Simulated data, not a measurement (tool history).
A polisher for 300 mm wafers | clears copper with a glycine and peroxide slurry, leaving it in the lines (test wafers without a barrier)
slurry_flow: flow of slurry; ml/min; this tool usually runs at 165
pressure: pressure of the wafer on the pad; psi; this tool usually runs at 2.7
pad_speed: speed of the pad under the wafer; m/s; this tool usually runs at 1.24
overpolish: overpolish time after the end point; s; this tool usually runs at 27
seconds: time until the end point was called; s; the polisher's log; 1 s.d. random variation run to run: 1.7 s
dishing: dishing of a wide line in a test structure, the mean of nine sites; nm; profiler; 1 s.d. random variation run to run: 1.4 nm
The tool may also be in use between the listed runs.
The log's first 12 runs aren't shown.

run,hour,slurry_flow,pressure,pad_speed,overpolish,wafers since the last listed run,wafers polished on this pad,hours since the slurry nozzle was cleaned,hours since the head pressure was calibrated,"incoming thickness of the incoming film, nm",seconds,dishing
13,139.1,165,2.7,1.24,27,59,197,72.3,98.6,770.5,131.5,75.4
14,145.3,165,2.7,1.00,27,32,230,78.5,104.8,772.9,162.1,70.6
15,163.0,165,2.2,0.96,41,93,324,96.2,122.5,793.9,198.4,79.2
16,178.5,165,2.7,1.24,27,82,406,111.7,138.0,790.9,138.8,76.6
17,194.4,165,2.7,1.36,27,84,490,127.6,153.9,765.3,129.5,76.6
18,211.3,165,2.7,1.04,42,89,579,144.5,170.8,784.8,161.2,88.8
19,221.6,165,2.7,1.24,27,54,634,154.8,181.1,789.5,144.0,74.2
20,234.4,165,2.7,1.24,27,67,701,167.6,193.9,778.2,145.1,72.7
21,242.8,210,2.1,1.24,43,44,746,176.0,202.3,770.4,171.6,81.2
# hour 251.8: worn pad replaced by a new one
22,252.3,165,2.2,1.24,27,29,2,185.5,211.8,775.3,155.1,68.0
23,256.3,165,2.7,1.24,27,21,24,189.5,215.8,790.4,136.1,77.2
24,272.9,190,2.2,1.42,27,87,111,206.1,232.4,779.6,135.7,75.6
25,286.3,120,3.4,1.66,27,70,182,219.5,245.8,764.9,90.2,92.6
26,295.5,165,2.7,1.24,27,48,231,228.7,255.0,797.9,137.1,76.1
27,305.0,165,3.2,1.60,27,50,281,238.2,264.5,787.8,95.1,94.0
28,322.6,165,2.7,1.24,32,93,374,255.8,282.1,773.1,131.4,83.1
29,333.3,165,3.0,1.62,27,56,431,266.5,292.8,777.2,100.1,87.8
30,368.8,165,2.7,1.24,27,187,619,302.0,328.3,774.6,141.3,74.6
31,380.2,200,1.9,1.54,15,60,679,313.4,339.7,788.7,157.0,46.2
32,389.5,165,2.7,1.24,27,49,728,322.7,349.0,766.5,143.5,71.6
33,397.3,135,3.4,1.52,33,41,770,330.5,356.8,787.5,108.0,97.8
# hour 404.2: worn pad replaced by a new one
34,406.9,120,2.7,1.24,27,29,14,340.1,366.4,778.2,144.0,74.2
35,419.5,165,2.7,1.24,27,66,80,352.7,379.0,783.7,134.3,78.2
36,432.3,210,3.0,1.56,43,67,148,365.5,391.8,780.3,99.9,104.9

3 ways to go on from here, each from the tool as it stands after run 36. What would each give?
A,432.8,165,2.7,1.24,27,2,151,366.0,392.3,775.7,?,?
B,432.8,165,2.7,1.00,18,2,151,366.0,392.3,775.7,?,?
C,432.8,165,3.4,1.24,19,2,151,366.0,392.3,775.7,?,?

run,seconds,dishing
A,133.2,77.9
B,159.4,53.7
C,109.4,72.4
Had the tool no hidden state, the same runs would have come out as:
run,seconds,dishing
A,129.7,79.1
B,155.2,54.7
C,106.5,73.6
